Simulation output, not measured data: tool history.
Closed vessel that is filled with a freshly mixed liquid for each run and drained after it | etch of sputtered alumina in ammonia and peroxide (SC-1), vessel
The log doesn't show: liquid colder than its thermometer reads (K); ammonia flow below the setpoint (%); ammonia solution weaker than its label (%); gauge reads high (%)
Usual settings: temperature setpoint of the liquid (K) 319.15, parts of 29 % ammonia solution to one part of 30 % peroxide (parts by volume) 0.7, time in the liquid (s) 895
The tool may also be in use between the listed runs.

run	day	temperature setpoint of the liquid (K)	parts of 29 % ammonia solution to one part of 30 % peroxide (parts by volume)	time in the liquid (s)	wafers since the last listed run	hours since the thermometer was replaced	hours since the ammonia flow meter was replaced	hours since the drum of ammonia solution was connected	hours since the gauge calibration	read-back film thickness of the sputtered alumina reference wafer, read on the same gauge (nm)	thickness taken off the sputtered alumina on a monitor wafer (Å)
1	0	319.15	0.7	895	0	1584	2319.9	755.2	216.3	150	300.4
2	0.767	319.15	0.7	895	1100	1602.4	2338.3	773.6	234.7	150.01	300.8
3	2.767	319.15	0.7	895	2870	1650.4	2386.3	821.6	282.7	149.98	299.5
4	3.6	319.15	0.7	895	1195	1670.4	2406.3	841.6	302.7	150	298.2
5	4.696	312.15	0.7	1295	1572	1696.7	2432.6	867.9	329	150.02	287.4
6	5.367	312.15	0.7	1295	962	1712.8	2448.7	884	345.1	149.99	286.7
7	6.392	319.15	0.7	1070	1471	1737.4	2473.3	908.6	369.7	150.02	357
# day 6.646: gauge calibrated
8	7.2	319.15	0.7	1070	1160	1756.8	2492.7	928	13.3	150.01	356.1
9	7.921	319.15	0.7	895	1034	1774.1	2510	945.3	30.6	149.99	297.9
10	8.888	319.15	0.7	1140	1387	1797.3	2533.2	968.5	53.8	149.99	379.2
# day 10.104: thermometer replaced
11	10.133	319.15	0.7	575	1728	0.7	2563.1	998.4	83.7	150	208.1
12	11.258	324.15	0.7	1205	1614	27.7	2590.1	1025.4	110.7	150.01	576.9
# day 11.958: new drum of ammonia solution connected
13	12.171	319.15	0.85	1295	1249	49.6	2612	5.1	132.6	150.02	476.4
# day 12.792: ammonia flow meter replaced
14	13.388	319.15	0.7	895	1686	78.8	14.3	34.3	161.8	149.99	321.4
15	14.692	319.15	0.7	895	1871	110.1	45.6	65.6	193.1	149.99	322.8
16	16.138	326.15	0.7	895	2075	144.8	80.3	100.3	227.8	150.02	475.3

Forecast each of these 5 alternatives for the next run:
A	16.175	322.65	0.7	895	53	145.7	81.2	101.2	228.7	?	?
B	16.175	319.15	0.7	1370	53	145.7	81.2	101.2	228.7	?	?
C	16.175	319.15	0.5	895	53	145.7	81.2	101.2	228.7	?	?
D	16.175	319.15	0.45	895	53	145.7	81.2	101.2	228.7	?	?
E	16.175	319.15	0.7	1190	53	145.7	81.2	101.2	228.7	?	?

run	read-back film thickness of the sputtered alumina reference wafer, read on the same gauge (nm)	thickness taken off the sputtered alumina on a monitor wafer (Å)
A	149.97	391
B	149.97	492
C	149.97	311.3
D	149.97	308.2
E	149.97	427.4
Without the tool's hidden state the same runs would have given:
run	thickness taken off the sputtered alumina on a monitor wafer (Å)
A	394.2
B	496.2
C	313.9
D	310.8
E	431
